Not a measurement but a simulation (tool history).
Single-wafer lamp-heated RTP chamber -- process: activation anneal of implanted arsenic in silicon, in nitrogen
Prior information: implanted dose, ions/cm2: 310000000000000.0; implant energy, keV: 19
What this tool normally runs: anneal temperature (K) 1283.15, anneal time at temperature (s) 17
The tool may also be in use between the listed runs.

run,hour,anneal temperature (K),anneal time at temperature (s),"read-back reference wafer on the same gauge, sheet resistance",sheet resistance of the implanted and annealed layer (ohm/square)
1,0.0,1283.15,17,246.37,296.58
2,52.9,1263.15,17,246.44,298.66
3,104.7,1263.15,17,246.51,299.47
4,130.7,1283.15,17,246.50,297.43
5,183.4,1283.15,17,246.63,297.05
6,213.8,1283.15,17,246.78,297.31
7,267.3,1283.15,15,246.75,297.60
8,314.3,1283.15,17,246.91,297.21
9,355.2,1283.15,17,246.79,298.77
10,408.6,1283.15,17,246.96,298.53
11,442.0,1283.15,21,246.96,296.47
12,482.2,1283.15,17,247.26,297.91
13,527.3,1283.15,17,247.18,298.44
14,597.6,1283.15,17,247.52,299.03
15,666.9,1283.15,17,247.51,299.02
16,788.6,1306.15,13,244.56,294.53
17,846.6,1283.15,7,244.52,298.65
18,884.0,1283.15,17,244.52,295.70
19,943.9,1283.15,17,244.56,295.41
20,1015.5,1262.15,9,244.59,299.40
21,1057.2,1301.15,8,244.62,296.06
22,1105.8,1283.15,8,244.57,298.88
23,1175.6,1301.15,7,244.65,297.26
24,1219.4,1256.15,7,244.67,301.58
25,1279.8,1253.15,24,244.60,297.56
26,1381.0,1300.15,26,244.84,290.97
27,1432.6,1312.15,17,244.73,292.17
28,1469.3,1259.15,12,244.79,299.18
29,1520.6,1262.15,17,244.81,297.63
30,1569.5,1267.15,25,244.93,295.10
31,1609.7,1283.15,17,244.98,295.88
32,1659.6,1283.15,17,245.14,295.54
33,1713.7,1273.15,21,245.04,295.19
34,1925.7,1283.15,17,245.25,296.52
35,1992.9,1265.15,27,245.38,295.83
36,2182.5,1292.15,27,245.67,293.30
37,2253.0,1283.15,17,245.79,296.46

Withheld: 9 entries from between the runs. Position of each, and hidden state at the listed run before versus the listed run after:
Run 1 -> run 2: reflector plate cleaned (hour 32.0)
  gauge reads high (%): 0.546 -> 0.578
  what was measured, less what the result would be without the hidden state, sheet resistance of the implanted and annealed layer (ohm/square): +1.61 -> +1.72
Run 11 -> run 12: pyrometer window cleaned and pyrometer calibrated (hour 471.9)
  gauge reads high (%): 0.855 -> 0.888
  what was measured, less what the result would be without the hidden state, sheet resistance of the implanted and annealed layer (ohm/square): +2.51 -> +2.62
Run 15 -> run 16: reflector plate cleaned (hour 696.1); gauge calibrated (hour 705.8)
  gauge reads high (%): 1.04 -> -0.202
  what was measured, less what the result would be without the hidden state, sheet resistance of the implanted and annealed layer (ohm/square): +3.09 -> -0.60
Run 18 -> run 19: pyrometer window cleaned and pyrometer calibrated (hour 907.3)
  gauge reads high (%): -0.197 -> -0.192
  what was measured, less what the result would be without the hidden state, sheet resistance of the implanted and annealed layer (ohm/square): -0.58 -> -0.57
Run 25 -> run 26: reflector plate cleaned (hour 1299.2)
  gauge reads high (%): -0.134 -> -0.107
  what was measured, less what the result would be without the hidden state, sheet resistance of the implanted and annealed layer (ohm/square): -0.40 -> -0.31
Run 27 -> run 28: pyrometer window cleaned and pyrometer calibrated (hour 1440.7)
  gauge reads high (%): -0.0918 -> -0.0802
  what was measured, less what the result would be without the hidden state, sheet resistance of the implanted and annealed layer (ohm/square): -0.27 -> -0.24
Run 34 -> run 35: pyrometer window cleaned and pyrometer calibrated (hour 1950.2)
  gauge reads high (%): 0.112 -> 0.148
  what was measured, less what the result would be without the hidden state, sheet resistance of the implanted and annealed layer (ohm/square): +0.33 -> +0.44
Run 35 -> run 36: reflector plate cleaned (hour 2030.9)
  gauge reads high (%): 0.148 -> 0.259
  what was measured, less what the result would be without the hidden state, sheet resistance of the implanted and annealed layer (ohm/square): +0.44 -> +0.76
